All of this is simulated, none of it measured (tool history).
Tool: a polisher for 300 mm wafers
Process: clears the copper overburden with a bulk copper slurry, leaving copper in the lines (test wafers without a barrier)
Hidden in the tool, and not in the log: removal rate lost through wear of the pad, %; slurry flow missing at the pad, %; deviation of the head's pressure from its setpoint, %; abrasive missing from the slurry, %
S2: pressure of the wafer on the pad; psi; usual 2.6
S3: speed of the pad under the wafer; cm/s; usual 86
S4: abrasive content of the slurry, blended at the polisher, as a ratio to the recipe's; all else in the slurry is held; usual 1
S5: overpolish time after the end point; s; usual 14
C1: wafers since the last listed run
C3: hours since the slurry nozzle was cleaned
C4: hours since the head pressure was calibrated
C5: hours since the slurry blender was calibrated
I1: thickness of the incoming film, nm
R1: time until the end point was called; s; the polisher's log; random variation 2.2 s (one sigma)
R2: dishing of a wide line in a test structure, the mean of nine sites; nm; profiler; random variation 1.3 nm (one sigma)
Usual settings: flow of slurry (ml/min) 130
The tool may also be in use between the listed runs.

{"run": 1, "day": 0.0, "flow of slurry (ml/min)": 130, "S2": 2.6, "S3": 86, "S4": 1, "S5": 14, "C1": 0, "wafers polished on this pad": 39, "C3": 102.3, "C4": 1085.2, "C5": 253.7, "I1": 1040, "R1": 126.4, "R2": 54.7}
{"run": 2, "day": 2.162, "flow of slurry (ml/min)": 130, "S2": 2.6, "S3": 86, "S4": 1, "S5": 14, "C1": 208, "wafers polished on this pad": 248, "C3": 154.2, "C4": 1137.1, "C5": 305.6, "I1": 1044.9, "R1": 126.4, "R2": 57.7}
{"run": 3, "day": 4.3, "flow of slurry (ml/min)": 130, "S2": 2.6, "S3": 86, "S4": 1, "S5": 14, "C1": 205, "wafers polished on this pad": 454, "C3": 205.5, "C4": 1188.4, "C5": 356.9, "I1": 1050.3, "R1": 130.1, "R2": 55.4}
{"run": 4, "day": 6.825, "flow of slurry (ml/min)": 130, "S2": 2.6, "S3": 86, "S4": 1, "S5": 14, "C1": 243, "wafers polished on this pad": 697, "C3": 266.1, "C4": 1249, "C5": 417.5, "I1": 1057.1, "R1": 134.1, "R2": 58.5}
{"day": 7.758, "done": "slurry blender recalibrated"}
{"run": 5, "day": 9.171, "flow of slurry (ml/min)": 130, "S2": 2.6, "S3": 106, "S4": 1, "S5": 18, "C1": 217, "wafers polished on this pad": 915, "C3": 322.4, "C4": 1305.3, "C5": 33.9, "I1": 1058.9, "R1": 105.3, "R2": 75.5}
{"run": 6, "day": 11.167, "flow of slurry (ml/min)": 130, "S2": 2.6, "S3": 106, "S4": 1, "S5": 18, "C1": 192, "wafers polished on this pad": 1107, "C3": 370.3, "C4": 1353.2, "C5": 81.8, "I1": 1027.9, "R1": 101.2, "R2": 75.3}
{"day": 11.892, "done": "head pressure recalibrated"}
{"run": 7, "day": 13.779, "flow of slurry (ml/min)": 130, "S2": 3.1, "S3": 86, "S4": 1, "S5": 14, "C1": 243, "wafers polished on this pad": 1351, "C3": 433, "C4": 45.3, "C5": 144.5, "I1": 1044.8, "R1": 98.7, "R2": 74.2}
{"run": 8, "day": 15.192, "flow of slurry (ml/min)": 130, "S2": 2.6, "S3": 104, "S4": 0.85, "S5": 11, "C1": 136, "wafers polished on this pad": 1487, "C3": 466.9, "C4": 79.2, "C5": 178.4, "I1": 1043.5, "R1": 101.1, "R2": 57.5}
{"run": 9, "day": 16.533, "flow of slurry (ml/min)": 115, "S2": 2, "S3": 56, "S4": 1, "S5": 14, "C1": 129, "wafers polished on this pad": 1616, "C3": 499.1, "C4": 111.4, "C5": 210.6, "I1": 1040.7, "R1": 246.7, "R2": 34.6}
{"run": 10, "day": 18.171, "flow of slurry (ml/min)": 130, "S2": 3.2, "S3": 86, "S4": 1, "S5": 14, "C1": 157, "wafers polished on this pad": 1774, "C3": 538.4, "C4": 150.7, "C5": 249.9, "I1": 1051.5, "R1": 99.3, "R2": 70.6}
{"run": 11, "day": 19.354, "flow of slurry (ml/min)": 130, "S2": 2.6, "S3": 86, "S4": 1, "S5": 9, "C1": 114, "wafers polished on this pad": 1888, "C3": 566.8, "C4": 179.1, "C5": 278.3, "I1": 1039.8, "R1": 119.3, "R2": 43}
{"day": 20.538, "done": "worn pad replaced by a new one"}
{"run": 12, "day": 22.096, "flow of slurry (ml/min)": 130, "S2": 2.6, "S3": 100, "S4": 1, "S5": 19, "C1": 248, "wafers polished on this pad": 150, "C3": 632.6, "C4": 244.9, "C5": 344.1, "I1": 1032, "R1": 103.6, "R2": 77.6}
{"run": 13, "day": 23.312, "flow of slurry (ml/min)": 130, "S2": 2.1, "S3": 86, "S4": 1, "S5": 10, "C1": 117, "wafers polished on this pad": 267, "C3": 661.8, "C4": 274.1, "C5": 373.3, "I1": 1026.5, "R1": 147.5, "R2": 37}
{"run": 14, "day": 25.538, "flow of slurry (ml/min)": 170, "S2": 2.9, "S3": 56, "S4": 1, "S5": 9, "C1": 214, "wafers polished on this pad": 481, "C3": 715.2, "C4": 327.5, "C5": 426.7, "I1": 1051.3, "R1": 170, "R2": 35.1}
{"run": 15, "day": 26.871, "flow of slurry (ml/min)": 130, "S2": 2.6, "S3": 86, "S4": 1, "S5": 14, "C1": 128, "wafers polished on this pad": 610, "C3": 747.2, "C4": 359.5, "C5": 458.7, "I1": 1050.6, "R1": 126.1, "R2": 58.3}
{"run": 16, "day": 28.567, "flow of slurry (ml/min)": 130, "S2": 2.6, "S3": 86, "S4": 1, "S5": 14, "C1": 163, "wafers polished on this pad": 773, "C3": 787.9, "C4": 400.2, "C5": 499.4, "I1": 1027.9, "R1": 122.9, "R2": 58.1}
{"day": 29.996, "done": "slurry blender recalibrated"}
{"run": 17, "day": 30.746, "flow of slurry (ml/min)": 130, "S2": 2.6, "S3": 104, "S4": 0.85, "S5": 11, "C1": 201, "wafers polished on this pad": 975, "C3": 840.2, "C4": 452.5, "C5": 18, "I1": 1047.3, "R1": 101.4, "R2": 57.8}
{"day": 30.796, "done": "slurry nozzle cleaned"}
{"run": 18, "day": 33.696, "flow of slurry (ml/min)": 130, "S2": 2.6, "S3": 86, "S4": 1, "S5": 14, "C1": 280, "wafers polished on this pad": 1255, "C3": 69.6, "C4": 523.3, "C5": 88.8, "I1": 1060.4, "R1": 122.9, "R2": 61.1}
{"run": 19, "day": 34.933, "flow of slurry (ml/min)": 140, "S2": 3.1, "S3": 86, "S4": 1, "S5": 7, "C1": 119, "wafers polished on this pad": 1375, "C3": 99.3, "C4": 553, "C5": 118.5, "I1": 1052.6, "R1": 97.7, "R2": 44.3}
{"day": 37.829, "done": "worn pad replaced by a new one"}
{"run": 20, "day": 37.85, "flow of slurry (ml/min)": 130, "S2": 2.6, "S3": 58, "S4": 1, "S5": 14, "C1": 264, "wafers polished on this pad": 1, "C3": 169.3, "C4": 623, "C5": 188.5, "I1": 1053.9, "R1": 178.9, "R2": 43.2}
{"run": 21, "day": 39.75, "flow of slurry (ml/min)": 130, "S2": 2.6, "S3": 74, "S4": 1, "S5": 7, "C1": 183, "wafers polished on this pad": 184, "C3": 214.9, "C4": 668.6, "C5": 234.1, "I1": 1044.6, "R1": 142.8, "R2": 31.9}
{"run": 22, "day": 45.446, "flow of slurry (ml/min)": 130, "S2": 2.6, "S3": 86, "S4": 1, "S5": 14, "C1": 548, "wafers polished on this pad": 733, "C3": 351.6, "C4": 805.3, "C5": 370.8, "I1": 1040.2, "R1": 126.8, "R2": 59.4}
{"run": 23, "day": 47.338, "flow of slurry (ml/min)": 105, "S2": 1.8, "S3": 68, "S4": 0.9, "S5": 14, "C1": 182, "wafers polished on this pad": 916, "C3": 397, "C4": 850.7, "C5": 416.2, "I1": 1049.8, "R1": 245.1, "R2": 34.6}
{"day": 49.425, "done": "slurry blender recalibrated"}
{"run": 24, "day": 50.012, "flow of slurry (ml/min)": 130, "S2": 2.6, "S3": 86, "S4": 1, "S5": 14, "C1": 249, "wafers polished on this pad": 1165, "C3": 461.2, "C4": 914.9, "C5": 14.1, "I1": 1045, "R1": 118.9, "R2": 58.8}
{"run": 25, "day": 51.392, "flow of slurry (ml/min)": 115, "S2": 2.6, "S3": 86, "S4": 1, "S5": 11, "C1": 132, "wafers polished on this pad": 1298, "C3": 494.3, "C4": 948, "C5": 47.2, "I1": 1051.5, "R1": 125.8, "R2": 50.9}
{"run": 26, "day": 54.371, "flow of slurry (ml/min)": 130, "S2": 2.3, "S3": 86, "S4": 1, "S5": 14, "C1": 287, "wafers polished on this pad": 1585, "C3": 565.8, "C4": 1019.5, "C5": 118.7, "I1": 1065.2, "R1": 146.2, "R2": 55.2}
{"day": 56.554, "done": "worn pad replaced by a new one"}
{"run": 27, "day": 57.35, "flow of slurry (ml/min)": 90, "S2": 2.6, "S3": 114, "S4": 1, "S5": 21, "C1": 270, "wafers polished on this pad": 76, "C3": 637.3, "C4": 1091, "C5": 190.2, "I1": 1043.4, "R1": 104.4, "R2": 83}
{"run": 28, "day": 58.442, "flow of slurry (ml/min)": 130, "S2": 2.6, "S3": 86, "S4": 1, "S5": 14, "C1": 105, "wafers polished on this pad": 181, "C3": 663.5, "C4": 1117.2, "C5": 216.4, "I1": 1042.3, "R1": 128.1, "R2": 57.4}
{"run": 29, "day": 60.329, "flow of slurry (ml/min)": 130, "S2": 3.5, "S3": 66, "S4": 0.8, "S5": 7, "C1": 181, "wafers polished on this pad": 363, "C3": 708.8, "C4": 1162.5, "C5": 261.7, "I1": 1038.3, "R1": 132.4, "R2": 33}

What the log doesn't show, run by run:
removal rate lost through wear of the pad, %: 0 in every run
slurry flow missing at the pad, %: 0 in every run
H1: deviation of the head's pressure from its setpoint, %
H2: abrasive missing from the slurry, %
run=1 H1=-4.64 H2=11.3
run=2 H1=-5.2 H2=13.6
run=3 H1=-5.77 H2=15.8
run=4 H1=-6.49 H2=18.4
run=5 H1=-7.18 H2=2.85
run=6 H1=-7.79 H2=4.91
run=7 H1=2.25 H2=7.6
run=8 H1=2.23 H2=9.06
run=9 H1=2.2 H2=10.4
run=10 H1=2.15 H2=12.1
run=11 H1=2.1 H2=13.4
run=12 H1=1.97 H2=16.2
run=13 H1=1.9 H2=17.4
run=14 H1=1.74 H2=19.7
run=15 H1=1.63 H2=21.1
run=16 H1=1.49 H2=22.8
run=17 H1=1.27 H2=1.54
run=18 H1=0.937 H2=4.58
run=19 H1=0.783 H2=5.85
run=20 H1=0.387 H2=8.86
run=21 H1=0.103 H2=10.8
run=22 H1=-0.868 H2=16.7
run=23 H1=-1.23 H2=18.6
run=24 H1=-1.78 H2=1.96
run=25 H1=-2.07 H2=3.38
run=26 H1=-2.75 H2=6.45
run=27 H1=-3.48 H2=9.52
run=28 H1=-3.76 H2=10.6
run=29 H1=-4.26 H2=12.6
